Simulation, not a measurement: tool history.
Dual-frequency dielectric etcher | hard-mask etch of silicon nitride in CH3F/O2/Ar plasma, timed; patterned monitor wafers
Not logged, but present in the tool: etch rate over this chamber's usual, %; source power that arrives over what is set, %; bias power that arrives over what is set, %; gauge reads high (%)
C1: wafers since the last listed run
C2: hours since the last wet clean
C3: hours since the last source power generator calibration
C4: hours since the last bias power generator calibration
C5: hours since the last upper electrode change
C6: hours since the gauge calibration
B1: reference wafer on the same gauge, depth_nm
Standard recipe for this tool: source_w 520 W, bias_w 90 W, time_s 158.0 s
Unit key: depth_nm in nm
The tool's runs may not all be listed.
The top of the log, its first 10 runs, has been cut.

-- hour=492.1 gauge calibrated
run 11 hour=504.2 | source_w=560 bias_w=108 time_s=158.0 | C1=381 C2=187.4 C3=3582.5 C4=3305.1 C5=1475.9 C6=12.1 | B1=144.0 | depth_nm=160.9
run 12 hour=598.2 | source_w=520 bias_w=90 time_s=158.0 | C1=1107 C2=281.4 C3=3676.5 C4=3399.1 C5=1569.9 C6=106.1 | B1=144.0 | depth_nm=140.8
run 13 hour=622.7 | source_w=520 bias_w=90 time_s=136.0 | C1=288 C2=305.9 C3=3701.0 C4=3423.6 C5=1594.4 C6=130.6 | B1=143.9 | depth_nm=121.4
-- hour=700.8 wet clean of the chamber
-- hour=812.6 bias power generator calibrated
run 14 hour=826.9 | source_w=520 bias_w=82 time_s=158.0 | C1=2075 C2=126.1 C3=3905.2 C4=14.3 C5=1798.6 C6=334.8 | B1=144.1 | depth_nm=130.0
-- hour=856.6 source power generator calibrated
run 15 hour=927.5 | source_w=630 bias_w=107 time_s=158.0 | C1=1137 C2=226.7 C3=70.9 C4=114.9 C5=1899.2 C6=435.4 | B1=143.9 | depth_nm=164.5
run 16 hour=980.9 | source_w=590 bias_w=107 time_s=193.0 | C1=629 C2=280.1 C3=124.3 C4=168.3 C5=1952.6 C6=488.8 | B1=143.9 | depth_nm=193.9
-- hour=1024.7 upper electrode replaced
run 17 hour=1025.2 | source_w=520 bias_w=90 time_s=145.5 | C1=239 C2=324.4 C3=168.6 C4=212.6 C5=0.5 C6=533.1 | B1=144.0 | depth_nm=125.8
run 18 hour=1063.5 | source_w=520 bias_w=90 time_s=200.5 | C1=451 C2=362.7 C3=206.9 C4=250.9 C5=38.8 C6=571.4 | B1=144.0 | depth_nm=173.2
run 19 hour=1098.4 | source_w=630 bias_w=90 time_s=195.5 | C1=411 C2=397.6 C3=241.8 C4=285.8 C5=73.7 C6=606.3 | B1=144.1 | depth_nm=185.8
run 20 hour=1138.8 | source_w=520 bias_w=90 time_s=158.0 | C1=475 C2=438.0 C3=282.2 C4=326.2 C5=114.1 C6=646.7 | B1=143.9 | depth_nm=137.2
-- hour=1164.7 wet clean of the chamber
run 21 hour=1200.1 | source_w=520 bias_w=90 time_s=158.0 | C1=439 C2=35.4 C3=343.5 C4=387.5 C5=175.4 C6=708.0 | B1=144.0 | depth_nm=137.2
run 22 hour=1240.0 | source_w=610 bias_w=90 time_s=158.0 | C1=470 C2=75.3 C3=383.4 C4=427.4 C5=215.3 C6=747.9 | B1=143.9 | depth_nm=147.1
run 23 hour=1267.3 | source_w=620 bias_w=90 time_s=158.0 | C1=321 C2=102.6 C3=410.7 C4=454.7 C5=242.6 C6=775.2 | B1=144.1 | depth_nm=148.6
run 24 hour=1334.7 | source_w=520 bias_w=90 time_s=158.0 | C1=793 C2=170.0 C3=478.1 C4=522.1 C5=310.0 C6=842.6 | B1=143.9 | depth_nm=136.5
run 25 hour=1360.1 | source_w=520 bias_w=90 time_s=158.0 | C1=299 C2=195.4 C3=503.5 C4=547.5 C5=335.4 C6=868.0 | B1=144.1 | depth_nm=136.2
run 26 hour=1429.8 | source_w=520 bias_w=82 time_s=196.5 | C1=821 C2=265.1 C3=573.2 C4=617.2 C5=405.1 C6=937.7 | B1=144.0 | depth_nm=161.6
run 27 hour=1466.6 | source_w=520 bias_w=90 time_s=158.0 | C1=433 C2=301.9 C3=610.0 C4=654.0 C5=441.9 C6=974.5 | B1=144.1 | depth_nm=136.7
-- hour=1555.8 wet clean of the chamber
run 28 hour=1659.4 | source_w=520 bias_w=101 time_s=176.0 | C1=1988 C2=103.6 C3=802.8 C4=846.8 C5=634.7 C6=1167.3 | B1=144.0 | depth_nm=162.3
run 29 hour=1686.7 | source_w=440 bias_w=80 time_s=116.5 | C1=321 C2=130.9 C3=830.1 C4=874.1 C5=662.0 C6=1194.6 | B1=143.9 | depth_nm=86.6
-- hour=1693.7 gauge calibrated
run 30 hour=1726.1 | source_w=520 bias_w=90 time_s=158.0 | C1=464 C2=170.3 C3=869.5 C4=913.5 C5=701.4 C6=32.4 | B1=144.0 | depth_nm=136.7

What if the next run were any one of these 3? Each begins from the tool's condition after run 30:
run A hour=1726.6 | source_w=520 bias_w=90 time_s=158.0 | C1=5 C2=170.8 C3=870.0 C4=914.0 C5=701.9 C6=32.9 | B1=? | depth_nm=?
run B hour=1726.6 | source_w=520 bias_w=90 time_s=120.5 | C1=5 C2=170.8 C3=870.0 C4=914.0 C5=701.9 C6=32.9 | B1=? | depth_nm=?
run C hour=1726.6 | source_w=450 bias_w=90 time_s=158.0 | C1=5 C2=170.8 C3=870.0 C4=914.0 C5=701.9 C6=32.9 | B1=? | depth_nm=?

run=A B1=143.9 depth_nm=137.2
run=B B1=143.9 depth_nm=104.7
run=C B1=143.9 depth_nm=127.5
Had the tool no hidden state, the same runs would have come out as:
run=A depth_nm=137.4
run=B depth_nm=104.8
run=C depth_nm=127.7

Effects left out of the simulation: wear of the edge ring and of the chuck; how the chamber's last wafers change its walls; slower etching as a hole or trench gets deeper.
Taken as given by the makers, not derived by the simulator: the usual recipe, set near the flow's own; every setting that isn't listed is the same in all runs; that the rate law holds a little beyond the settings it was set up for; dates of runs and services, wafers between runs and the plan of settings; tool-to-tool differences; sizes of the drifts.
